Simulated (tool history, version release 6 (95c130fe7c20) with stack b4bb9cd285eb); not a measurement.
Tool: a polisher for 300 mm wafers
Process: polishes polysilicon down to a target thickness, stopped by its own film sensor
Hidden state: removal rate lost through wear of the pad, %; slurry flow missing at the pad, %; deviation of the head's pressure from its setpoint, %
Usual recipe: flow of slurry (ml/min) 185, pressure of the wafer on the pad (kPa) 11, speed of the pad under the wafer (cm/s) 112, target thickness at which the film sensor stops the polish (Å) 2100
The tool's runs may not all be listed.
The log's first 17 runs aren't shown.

| run | hour | flow of slurry (ml/min) | pressure of the wafer on the pad (kPa) | speed of the pad under the wafer (cm/s) | target thickness at which the film sensor stops the polish (Å) | wafers since the last listed run | wafers polished on this pad | hours since the slurry nozzle was cleaned | hours since the head pressure was calibrated | incoming thickness of the incoming film, nm | time until the film sensor stopped the polish (s) |
|---|---|---|---|---|---|---|---|---|---|---|---|
|  | 160.8 | worn pad replaced by a new one |
| 18 | 161.6 | 185 | 9.7 | 84 | 2100 | 137 | 9 | 219.6 | 102.4 | 502.3 | 115.4 |
| 19 | 175 | 185 | 11 | 112 | 2100 | 168 | 178 | 233 | 115.8 | 494.4 | 73.9 |
| 20 | 181.3 | 185 | 11 | 78 | 2100 | 79 | 258 | 239.3 | 122.1 | 492.4 | 107.4 |
| 21 | 196.3 | 185 | 11 | 142 | 1100 | 189 | 447 | 254.3 | 137.1 | 498.2 | 85.2 |
| 22 | 206 | 250 | 9 | 90 | 2700 | 122 | 569 | 264 | 146.8 | 497.5 | 86.6 |
| 23 | 221.9 | 240 | 13.1 | 112 | 2550 | 200 | 770 | 279.9 | 162.7 | 495.5 | 51.1 |
| 24 | 229 | 185 | 11 | 78 | 2100 | 89 | 859 | 287 | 169.8 | 504 | 119 |
|  | 232.4 | slurry nozzle cleaned |
| 25 | 239.1 | 185 | 11 | 112 | 2100 | 114 | 974 | 6.7 | 179.9 | 498.7 | 68.6 |
| 26 | 250.8 | 235 | 14.5 | 112 | 2100 | 147 | 1121 | 18.4 | 191.6 | 499.2 | 50.7 |
| 27 | 265.4 | 185 | 9.7 | 112 | 2100 | 184 | 1306 | 33 | 206.2 | 500.1 | 80.5 |
|  | 277.1 | worn pad replaced by a new one |
| 28 | 279.2 | 130 | 14.5 | 86 | 1540 | 123 | 26 | 46.8 | 220 | 501.7 | 94.5 |
| 29 | 285.7 | 185 | 11 | 80 | 3010 | 81 | 108 | 53.3 | 226.5 | 504.4 | 72 |
| 30 | 302.4 | 130 | 11 | 112 | 2100 | 210 | 319 | 70 | 243.2 | 500.2 | 78.9 |
| 31 | 313.2 | 160 | 11 | 112 | 2100 | 136 | 455 | 80.8 | 254 | 499.2 | 73.6 |
| 32 | 348.4 | 130 | 9 | 144 | 2100 | 443 | 899 | 116 | 289.2 | 496 | 76.5 |
| 33 | 362 | 185 | 11 | 76 | 2100 | 171 | 1070 | 129.6 | 302.8 | 490.9 | 106.1 |
| 34 | 389.8 | 185 | 12.4 | 148 | 1570 | 350 | 1421 | 157.4 | 330.6 | 492.7 | 58.2 |
|  | 396.3 | worn pad replaced by a new one |
| 35 | 402.3 | 125 | 11 | 112 | 1560 | 107 | 76 | 169.9 | 343.1 | 496.6 | 100.3 |
| 36 | 412 | 185 | 13.8 | 138 | 1230 | 122 | 198 | 179.6 | 352.8 | 492.4 | 62.6 |

Here are 5 independent what-if runs from the current tool condition. What would each one return?
| A | 412.4 | 235 | 11 | 112 | 2100 | 5 | 203 | 180 | 353.2 | 500.3 | ? |
| B | 412.4 | 185 | 13.1 | 112 | 2410 | 5 | 203 | 180 | 353.2 | 500.3 | ? |
| C | 412.4 | 170 | 12.4 | 152 | 2100 | 5 | 203 | 180 | 353.2 | 500.3 | ? |
| D | 412.4 | 185 | 11 | 90 | 2100 | 5 | 203 | 180 | 353.2 | 500.3 | ? |
| E | 412.4 | 185 | 8.3 | 112 | 2390 | 5 | 203 | 180 | 353.2 | 500.3 | ? |

| run | time until the film sensor stopped the polish (s) |
|---|---|
| A | 73.3 |
| B | 58 |
| C | 51.5 |
| D | 95.9 |
| E | 92.5 |
Had the tool no hidden state, the same runs would have come out as:
| run | time until the film sensor stopped the polish (s) |
|---|---|
| A | 67.3 |
| B | 52.3 |
| C | 46.2 |
| D | 86.6 |
| E | 83.5 |

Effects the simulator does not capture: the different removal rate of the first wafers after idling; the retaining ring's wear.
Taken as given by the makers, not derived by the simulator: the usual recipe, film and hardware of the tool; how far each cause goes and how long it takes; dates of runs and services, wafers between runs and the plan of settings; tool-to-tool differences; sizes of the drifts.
